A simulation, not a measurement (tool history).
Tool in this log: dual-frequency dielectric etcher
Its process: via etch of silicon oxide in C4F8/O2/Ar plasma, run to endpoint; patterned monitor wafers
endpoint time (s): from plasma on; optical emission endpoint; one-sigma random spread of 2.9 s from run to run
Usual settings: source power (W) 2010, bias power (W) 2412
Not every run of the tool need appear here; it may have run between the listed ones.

| run | hour | source power (W) | bias power (W) | wafers since the last listed run | hours since the last wet clean | hours since the last source power generator calibration | hours since the last bias power generator calibration | hours since the last upper electrode change | incoming incoming film thickness, nm | endpoint time (s) |
|---|---|---|---|---|---|---|---|---|---|---|
| 1 | 0.0 | 2010 | 2412 | 0 | 68.1 | 1558.1 | 3544.7 | 4292.0 | 2054.1 | 360.1 |
| 2 | 33.2 | 2010 | 2412 | 183 | 101.3 | 1591.3 | 3577.9 | 4325.2 | 2041.2 | 363.5 |
| 3 | 55.1 | 2010 | 2735 | 121 | 123.2 | 1613.2 | 3599.8 | 4347.1 | 2077.4 | 356.6 |
| 4 | 74.2 | 2010 | 2735 | 105 | 142.3 | 1632.3 | 3618.9 | 4366.2 | 2070.6 | 354.8 |
| 5 | 109.5 | 2010 | 2735 | 195 | 177.6 | 1667.6 | 3654.2 | 4401.5 | 2035.5 | 351.0 |
| 6 | 139.4 | 2010 | 2859 | 165 | 207.5 | 1697.5 | 3684.1 | 4431.4 | 2067.9 | 354.2 |
| 7 | 162.7 | 2010 | 2412 | 128 | 230.8 | 1720.8 | 3707.4 | 4454.7 | 2057.8 | 368.2 |
| 8 | 269.2 | 2010 | 2412 | 589 | 337.3 | 1827.3 | 3813.9 | 4561.2 | 2075.0 | 380.9 |
| 9 | 289.7 | 2010 | 2660 | 113 | 357.8 | 1847.8 | 3834.4 | 4581.7 | 2057.1 | 367.4 |
| 10 | 311.0 | 2010 | 2660 | 117 | 379.1 | 1869.1 | 3855.7 | 4603.0 | 2055.7 | 364.7 |
| 11 | 323.6 | 1730 | 2412 | 69 | 391.7 | 1881.7 | 3868.3 | 4615.6 | 2069.2 | 395.5 |
|  | 347.7 | source power generator calibrated |
|  | 351.9 | bias power generator calibrated |
| 12 | 352.4 | 1730 | 2412 | 115 | 420.5 | 4.7 | 0.5 | 4644.4 | 2060.7 | 391.5 |
| 13 | 369.1 | 1630 | 2800 | 92 | 437.2 | 21.4 | 17.2 | 4661.1 | 2058.3 | 384.5 |
|  | 405.3 | wet clean of the chamber |
| 14 | 452.2 | 1630 | 2800 | 327 | 46.9 | 104.5 | 100.3 | 4744.2 | 2072.8 | 378.7 |
| 15 | 476.3 | 2010 | 2106 | 133 | 71.0 | 128.6 | 124.4 | 4768.3 | 2058.6 | 382.5 |
| 16 | 495.9 | 2010 | 2660 | 108 | 90.6 | 148.2 | 144.0 | 4787.9 | 2075.4 | 358.3 |
| 17 | 514.9 | 2210 | 1956 | 105 | 109.6 | 167.2 | 163.0 | 4806.9 | 2072.0 | 388.1 |
| 18 | 532.8 | 2410 | 2190 | 99 | 127.5 | 185.1 | 180.9 | 4824.8 | 2053.5 | 359.8 |
| 19 | 562.1 | 2010 | 2140 | 162 | 156.8 | 214.4 | 210.2 | 4854.1 | 2066.4 | 384.2 |
| 20 | 586.2 | 2010 | 2412 | 133 | 180.9 | 238.5 | 234.3 | 4878.2 | 2046.0 | 370.7 |
| 21 | 618.2 | 2010 | 2412 | 177 | 212.9 | 270.5 | 266.3 | 4910.2 | 2043.9 | 373.9 |
| 22 | 644.5 | 2410 | 2412 | 145 | 239.2 | 296.8 | 292.6 | 4936.5 | 2047.5 | 352.8 |
| 23 | 668.9 | 1730 | 2823 | 135 | 263.6 | 321.2 | 317.0 | 4960.9 | 2084.3 | 386.2 |
| 24 | 700.4 | 2010 | 2412 | 174 | 295.1 | 352.7 | 348.5 | 4992.4 | 2058.3 | 378.4 |
| 25 | 727.2 | 2350 | 2412 | 148 | 321.9 | 379.5 | 375.3 | 5019.2 | 2050.9 | 361.5 |
|  | 766.4 | upper electrode replaced |
| 26 | 766.9 | 1660 | 1915 | 86 | 361.6 | 419.2 | 415.0 | 0.5 | 2051.1 | 431.3 |
| 27 | 782.1 | 1670 | 2187 | 84 | 376.8 | 434.4 | 430.2 | 15.7 | 2066.3 | 417.3 |
| 28 | 810.9 | 1570 | 2058 | 159 | 405.6 | 463.2 | 459.0 | 44.5 | 2032.8 | 429.7 |

For run 29, what comes out?
| 29 | 838.9 | 1560 | 2745 | 154 | 433.6 | 491.2 | 487.0 | 72.5 | 2068.1 | ? |

{"run 29": {"endpoint time (s)": 404.2}}
If the tool had no hidden condition, the same run with the same run-to-run variation would have returned endpoint time (s) 380.1.

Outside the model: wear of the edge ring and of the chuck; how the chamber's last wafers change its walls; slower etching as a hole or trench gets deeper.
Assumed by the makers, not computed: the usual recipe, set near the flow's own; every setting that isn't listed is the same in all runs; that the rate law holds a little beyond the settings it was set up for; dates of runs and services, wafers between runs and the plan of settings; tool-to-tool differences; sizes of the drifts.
